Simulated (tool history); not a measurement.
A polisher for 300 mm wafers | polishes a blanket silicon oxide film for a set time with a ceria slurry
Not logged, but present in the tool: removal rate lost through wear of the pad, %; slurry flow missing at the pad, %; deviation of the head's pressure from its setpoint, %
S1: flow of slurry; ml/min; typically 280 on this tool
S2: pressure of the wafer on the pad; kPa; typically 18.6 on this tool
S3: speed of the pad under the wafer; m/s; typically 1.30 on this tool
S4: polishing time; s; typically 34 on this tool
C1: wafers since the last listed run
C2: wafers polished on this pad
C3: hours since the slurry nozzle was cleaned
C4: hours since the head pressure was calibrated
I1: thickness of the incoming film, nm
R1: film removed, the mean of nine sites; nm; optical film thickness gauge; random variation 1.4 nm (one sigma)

run,day,S1,S2,S3,S4,C1,C2,C3,C4,I1,R1
1,0.000,280,18.6,1.30,39,0,1589,206.5,554.1,1434.0,185.9
2,1.358,280,18.6,1.30,39,602,2191,239.1,586.7,1426.2,186.8
3,2.233,280,18.6,1.30,34,388,2580,260.1,607.7,1449.7,162.6
4,3.167,330,18.6,1.30,34,414,2994,282.5,630.1,1449.1,165.2
5,4.321,280,18.6,1.30,34,511,3506,310.2,657.8,1450.2,161.7
6,5.454,280,18.6,1.30,34,502,4008,337.4,685.0,1424.0,160.5
7,6.725,280,18.6,1.30,34,563,4572,367.9,715.5,1438.3,161.8
# day 7.046: worn pad replaced by a new one
8,7.888,280,18.6,1.30,34,441,373,395.8,743.4,1419.9,162.3
# day 8.208: slurry nozzle cleaned
9,9.283,280,18.6,1.30,34,600,974,25.8,776.9,1460.4,165.1
10,10.562,280,18.6,1.30,34,567,1541,56.5,807.6,1433.5,163.4
11,11.417,280,18.6,1.30,34,378,1920,77.0,828.1,1420.7,161.6
# day 11.554: head pressure recalibrated
12,12.417,280,18.6,1.10,34,406,2327,101.0,20.7,1433.1,142.7
13,13.546,280,18.6,1.10,34,500,2828,128.1,47.8,1438.6,143.0
14,14.804,280,18.6,1.18,34,558,3386,158.3,78.0,1424.7,150.1
15,16.217,280,18.6,1.30,34,626,4013,192.2,111.9,1434.5,161.8
# day 16.617: worn pad replaced by a new one
16,17.246,230,14.5,1.64,29,382,278,216.9,136.6,1416.3,135.8
17,18.500,280,18.6,1.08,34,556,835,247.0,166.7,1422.9,140.3
18,19.512,250,18.6,1.44,24,449,1284,271.3,191.0,1435.4,122.1
19,20.192,220,22.1,1.30,31,301,1585,287.6,207.3,1440.7,164.7
20,21.058,365,18.6,1.30,26,384,1970,308.4,228.1,1400.0,125.9
21,22.308,280,13.1,1.68,30,554,2524,338.4,258.1,1429.8,133.5
22,22.979,280,18.6,1.30,34,297,2822,354.5,274.2,1447.1,159.3
23,24.121,280,18.6,1.30,34,506,3328,381.9,301.6,1413.5,159.3
24,25.129,240,18.6,1.14,44,447,3775,406.1,325.8,1449.5,183.1
# day 25.525: slurry nozzle cleaned
# day 26.154: worn pad replaced by a new one
25,26.175,280,18.6,1.30,34,371,10,15.6,350.9,1421.3,164.8
26,26.775,280,18.6,1.30,34,266,276,30.0,365.3,1420.6,163.2
27,28.083,185,24.1,1.62,34,580,856,61.4,396.7,1432.4,231.1
28,29.071,375,18.6,1.72,34,438,1294,85.1,420.4,1450.2,208.4
29,29.850,210,18.6,0.92,30,345,1640,103.8,439.1,1422.7,109.0
30,30.579,280,22.1,1.48,28,323,1963,121.3,456.6,1441.8,171.2
31,31.450,340,15.9,1.10,34,386,2350,142.2,477.5,1440.3,129.5
32,35.212,350,18.6,1.30,27,1669,4019,232.5,567.8,1444.7,130.9
33,36.575,235,18.6,1.30,41,604,4623,265.2,600.5,1437.1,193.8
# day 37.254: worn pad replaced by a new one
34,37.638,320,20.0,0.92,45,397,169,290.7,626.0,1458.6,172.2
35,38.212,280,18.6,1.30,34,255,424,304.5,639.8,1435.3,162.3
36,39.338,280,18.6,1.30,34,499,923,331.5,666.8,1429.4,159.0

Forecast each of these 5 alternatives for the next run:
A,39.354,280,18.6,1.30,31,7,931,331.9,667.2,1413.9,?
B,39.354,380,21.4,1.30,44,7,931,331.9,667.2,1413.9,?
C,39.354,380,18.6,1.30,23,7,931,331.9,667.2,1413.9,?
D,39.354,280,18.6,1.06,34,7,931,331.9,667.2,1413.9,?
E,39.354,280,18.6,1.68,29,7,931,331.9,667.2,1413.9,?

run,R1
A,148.0
B,240.1
C,112.4
D,138.3
E,170.8
Had the tool no hidden state, the same runs would have come out as:
run,R1
A,152.3
B,245.8
C,115.1
D,142.3
E,175.8
